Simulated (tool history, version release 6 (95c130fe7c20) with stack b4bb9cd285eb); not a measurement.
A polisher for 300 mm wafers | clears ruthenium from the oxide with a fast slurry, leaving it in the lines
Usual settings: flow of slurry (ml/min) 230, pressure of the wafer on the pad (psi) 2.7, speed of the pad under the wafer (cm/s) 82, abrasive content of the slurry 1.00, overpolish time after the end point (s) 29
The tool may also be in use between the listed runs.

run	day	flow of slurry (ml/min)	pressure of the wafer on the pad (psi)	speed of the pad under the wafer (cm/s)	abrasive content of the slurry	overpolish time after the end point (s)	wafers since the last listed run	wafers polished on this pad	hours since the slurry nozzle was cleaned	hours since the head pressure was calibrated	hours since the slurry blender was calibrated	incoming thickness of the incoming film, nm	time until the end point was called (s)	dishing of a wide line in a test structure (nm)
1	0.000	230	3.2	82	1.25	29	0	4987	645.7	638.5	189.7	211.1	60.9	76.8
2	1.896	230	3.2	82	1.25	29	424	5412	691.2	684.0	235.2	205.6	59.0	74.5
# day 3.321: slurry nozzle cleaned
3	4.375	230	2.7	70	1.00	29	545	5958	25.3	743.5	294.7	207.0	89.8	54.0
# day 5.592: worn pad replaced by a new one
4	8.204	230	2.7	82	1.00	29	819	584	117.2	835.4	386.6	208.6	71.2	65.8
# day 12.108: head pressure recalibrated
5	12.408	230	2.7	82	1.00	29	922	1507	218.1	7.2	487.5	206.8	73.8	60.5
6	16.683	230	2.7	82	1.00	29	956	2463	320.7	109.8	590.1	206.2	77.6	61.2
# day 16.796: slurry blender recalibrated
7	19.375	230	3.3	82	1.00	29	583	3047	385.3	174.4	61.9	208.2	58.6	76.9
8	22.738	230	3.3	82	1.00	29	752	3800	466.0	255.1	142.6	209.9	61.9	71.9
9	26.950	230	2.7	82	0.85	29	942	4743	567.1	356.2	243.7	210.1	83.9	57.8
10	29.338	230	2.7	82	0.85	29	534	5277	624.4	413.5	301.0	209.7	85.3	57.4
# day 32.396: worn pad replaced by a new one
11	33.408	230	2.7	82	1.00	29	873	226	722.1	511.2	398.7	208.8	71.7	66.6
# day 35.188: slurry nozzle cleaned
12	37.529	230	2.7	62	1.00	29	913	1139	56.2	610.1	497.6	206.2	98.6	47.6
# day 39.896: slurry blender recalibrated
13	40.354	230	2.7	82	1.00	29	613	1753	124.0	677.9	11.0	206.4	66.3	65.3
# day 47.150: head pressure recalibrated
14	48.438	230	3.2	82	0.90	29	1790	3544	318.0	30.9	205.0	209.6	69.6	68.7
15	51.921	230	2.7	82	1.00	29	779	4324	401.6	114.5	288.6	210.4	78.9	58.3
16	53.625	230	3.3	98	1.20	29	381	4705	442.5	155.4	329.5	212.2	54.9	84.0
# day 55.008: worn pad replaced by a new one
17	57.196	190	2.7	92	1.00	40	762	489	528.2	241.1	415.2	210.3	67.8	89.5
18	60.967	175	2.7	82	0.75	29	844	1333	618.7	331.6	505.7	211.4	93.0	51.9
# day 62.050: slurry blender recalibrated
# day 63.588: slurry nozzle cleaned
19	64.179	275	3.1	82	1.00	29	691	2024	14.2	408.7	51.1	207.4	60.0	78.8
20	66.100	165	2.7	62	1.00	46	429	2454	60.3	454.8	97.2	211.7	97.1	75.1
21	69.000	290	3.5	82	1.00	18	649	3103	129.9	524.4	166.8	207.5	59.7	53.2
22	72.646	230	2.7	92	1.00	29	816	3919	217.4	611.9	254.3	209.1	71.6	67.3
# day 77.638: worn pad replaced by a new one
# day 79.558: head pressure recalibrated
23	83.400	230	2.7	82	1.00	33	2351	1271	475.5	92.2	512.4	210.8	80.3	67.4
24	85.379	230	3.6	72	1.00	29	443	1714	523.0	139.7	559.9	212.2	70.9	69.9
25	88.508	230	2.7	82	1.00	20	700	2415	598.1	214.8	635.0	213.6	82.9	43.1
# day 89.538: slurry blender recalibrated
26	92.583	230	2.7	82	0.85	29	893	3308	695.9	312.6	73.1	207.5	76.9	61.1
# day 93.300: slurry nozzle cleaned
27	96.567	305	2.7	82	1.00	20	882	4191	78.4	408.2	168.7	209.8	75.2	45.8
28	99.042	230	2.1	82	1.10	29	554	4745	137.8	467.6	228.1	209.2	92.6	51.4

4 ways to go on from here, each from the tool as it stands after run 28. What would each give?
A	99.058	230	2.7	82	1.00	34	3	4748	138.2	468.0	228.5	208.5	?	?
B	99.058	200	2.7	82	1.00	29	3	4748	138.2	468.0	228.5	208.5	?	?
C	99.058	230	2.7	82	1.15	38	3	4748	138.2	468.0	228.5	208.5	?	?
D	99.058	230	2.7	100	1.10	37	3	4748	138.2	468.0	228.5	208.5	?	?

run	time until the end point was called (s)	dishing of a wide line in a test structure (nm)
A	77.3	70.2
B	78.4	60.4
C	73.1	80.7
D	62.3	90.0
Without the tool's hidden state the same runs would have given:
run	time until the end point was called (s)	dishing of a wide line in a test structure (nm)
A	60.2	86.4
B	61.1	74.9
C	57.3	98.3
D	48.7	109.0

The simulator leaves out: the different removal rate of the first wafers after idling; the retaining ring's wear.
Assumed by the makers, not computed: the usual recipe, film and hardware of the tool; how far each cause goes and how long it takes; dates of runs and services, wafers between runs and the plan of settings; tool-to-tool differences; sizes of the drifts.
